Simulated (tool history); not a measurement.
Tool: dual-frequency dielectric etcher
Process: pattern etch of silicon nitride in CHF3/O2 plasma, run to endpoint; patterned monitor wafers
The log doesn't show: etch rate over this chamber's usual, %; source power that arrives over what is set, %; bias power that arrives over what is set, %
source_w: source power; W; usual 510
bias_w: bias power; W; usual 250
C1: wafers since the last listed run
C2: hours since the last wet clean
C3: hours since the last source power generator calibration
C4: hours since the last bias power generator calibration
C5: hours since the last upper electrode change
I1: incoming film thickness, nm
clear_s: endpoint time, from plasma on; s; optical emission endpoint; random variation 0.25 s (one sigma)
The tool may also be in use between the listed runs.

Run 1, hour 0: usual settings but source_w 600 W; C1 0; C2 123.7; C3 4155.6; C4 2273.6; C5 2383.1; I1 65.1. Result: clear_s 38.4 s.
Run 2, hour 24.5: usual settings but source_w 600 W; C1 282; C2 148.2; C3 4180.1; C4 2298.1; C5 2407.6; I1 65.3. Result: clear_s 38.2 s.
Run 3, hour 92.3: usual settings but source_w 600 W; C1 780; C2 216; C3 4247.9; C4 2365.9; C5 2475.4; I1 64.6. Result: clear_s 37.8 s.
Run 4, hour 137.6: usual settings; C1 521; C2 261.3; C3 4293.2; C4 2411.2; C5 2520.7; I1 64.7. Result: clear_s 38.8 s.
Run 5, hour 186: usual settings; C1 557; C2 309.7; C3 4341.6; C4 2459.6; C5 2569.1; I1 64.6. Result: clear_s 38.8 s.
Run 6, hour 230.9: usual settings; C1 516; C2 354.6; C3 4386.5; C4 2504.5; C5 2614; I1 64.6. Result: clear_s 38.9 s.
Run 7, hour 261.9: usual settings; C1 356; C2 385.6; C3 4417.5; C4 2535.5; C5 2645; I1 65.1. Result: clear_s 39.2 s.
Run 8, hour 333.3: usual settings but source_w 480 W; C1 822; C2 457; C3 4488.9; C4 2606.9; C5 2716.4; I1 64.9. Result: clear_s 38.7 s.
At hour 362.1: bias power generator calibrated.
At hour 371.9: upper electrode replaced.
Run 9, hour 372.4: usual settings but source_w 480 W; C1 291; C2 496.1; C3 4528; C4 10.3; C5 0.5; I1 65. Result: clear_s 39.3 s.
Run 10, hour 418.6: usual settings but source_w 480 W; C1 531; C2 542.3; C3 4574.2; C4 56.5; C5 46.7; I1 64.7. Result: clear_s 38.2 s.
At hour 492: wet clean of the chamber.
Run 11, hour 492.5: usual settings; C1 574; C2 0.5; C3 4648.1; C4 130.4; C5 120.6; I1 64.9. Result: clear_s 40.1 s.
Run 12, hour 545.2: usual settings; C1 606; C2 53.2; C3 4700.8; C4 183.1; C5 173.3; I1 64.8. Result: clear_s 39.7 s.
Run 13, hour 594.1: usual settings but source_w 430 W, bias_w 215 W; C1 563; C2 102.1; C3 4749.7; C4 232; C5 222.2; I1 64.6. Result: clear_s 43.7 s.
Run 14, hour 650.9: usual settings but source_w 630 W, bias_w 284 W; C1 653; C2 158.9; C3 4806.5; C4 288.8; C5 279; I1 64.5. Result: clear_s 35.1 s.
At hour 660.8: source power generator calibrated.
Run 15, hour 681.3: usual settings but source_w 380 W, bias_w 197 W; C1 303; C2 189.3; C3 20.5; C4 319.2; C5 309.4; I1 65.3. Result: clear_s 46 s.
Run 16, hour 743.9: usual settings but source_w 550 W, bias_w 212 W; C1 720; C2 251.9; C3 83.1; C4 381.8; C5 372; I1 64.5. Result: clear_s 40.5 s.
Run 17, hour 778.4: usual settings but source_w 400 W, bias_w 277 W; C1 397; C2 286.4; C3 117.6; C4 416.3; C5 406.5; I1 64.5. Result: clear_s 39.1 s.
Run 18, hour 807.8: usual settings but source_w 460 W, bias_w 297 W; C1 338; C2 315.8; C3 147; C4 445.7; C5 435.9; I1 64.6. Result: clear_s 37 s.
Run 19, hour 866.3: usual settings but source_w 400 W, bias_w 225 W; C1 673; C2 374.3; C3 205.5; C4 504.2; C5 494.4; I1 64.1. Result: clear_s 41.5 s.
Run 20, hour 913.5: usual settings; C1 543; C2 421.5; C3 252.7; C4 551.4; C5 541.6; I1 63.9. Result: clear_s 37.8 s.
Run 21, hour 984.8: usual settings but source_w 600 W, bias_w 234 W; C1 820; C2 492.8; C3 324; C4 622.7; C5 612.9; I1 65.3. Result: clear_s 38.3 s.
Run 22, hour 1009.5: usual settings but source_w 640 W; C1 284; C2 517.5; C3 348.7; C4 647.4; C5 637.6; I1 64.2. Result: clear_s 36.3 s.
Run 23, hour 1079: usual settings but source_w 610 W, bias_w 202 W; C1 800; C2 587; C3 418.2; C4 716.9; C5 707.1; I1 64.7. Result: clear_s 39.5 s.
At hour 1147: wet clean of the chamber.
Run 24, hour 1147.5: usual settings; C1 512; C2 0.5; C3 486.7; C4 785.4; C5 775.6; I1 64.8. Result: clear_s 39.5 s.
Run 25, hour 1164.2: usual settings; C1 192; C2 17.2; C3 503.4; C4 802.1; C5 792.3; I1 65. Result: clear_s 40.1 s.

What the log doesn't show, run by run:
source power that arrives over what is set, %: 0 in every run
bias power that arrives over what is set, %: 0 in every run
H1: etch rate over this chamber's usual, %
run      H1
  1   0.819
  2    1.04
  3    1.64
  4    2.05
  5    2.48
  6    2.88
  7    3.16
  8    3.79
  9    4.14
 10    4.55
 11  -0.164
 12   0.306
 13   0.742
 14    1.25
 15    1.52
 16    2.08
 17    2.39
 18    2.65
 19    3.17
 20    3.59
 21    4.23
 22    4.45
 23    5.07
 24   0.149
 25   0.298
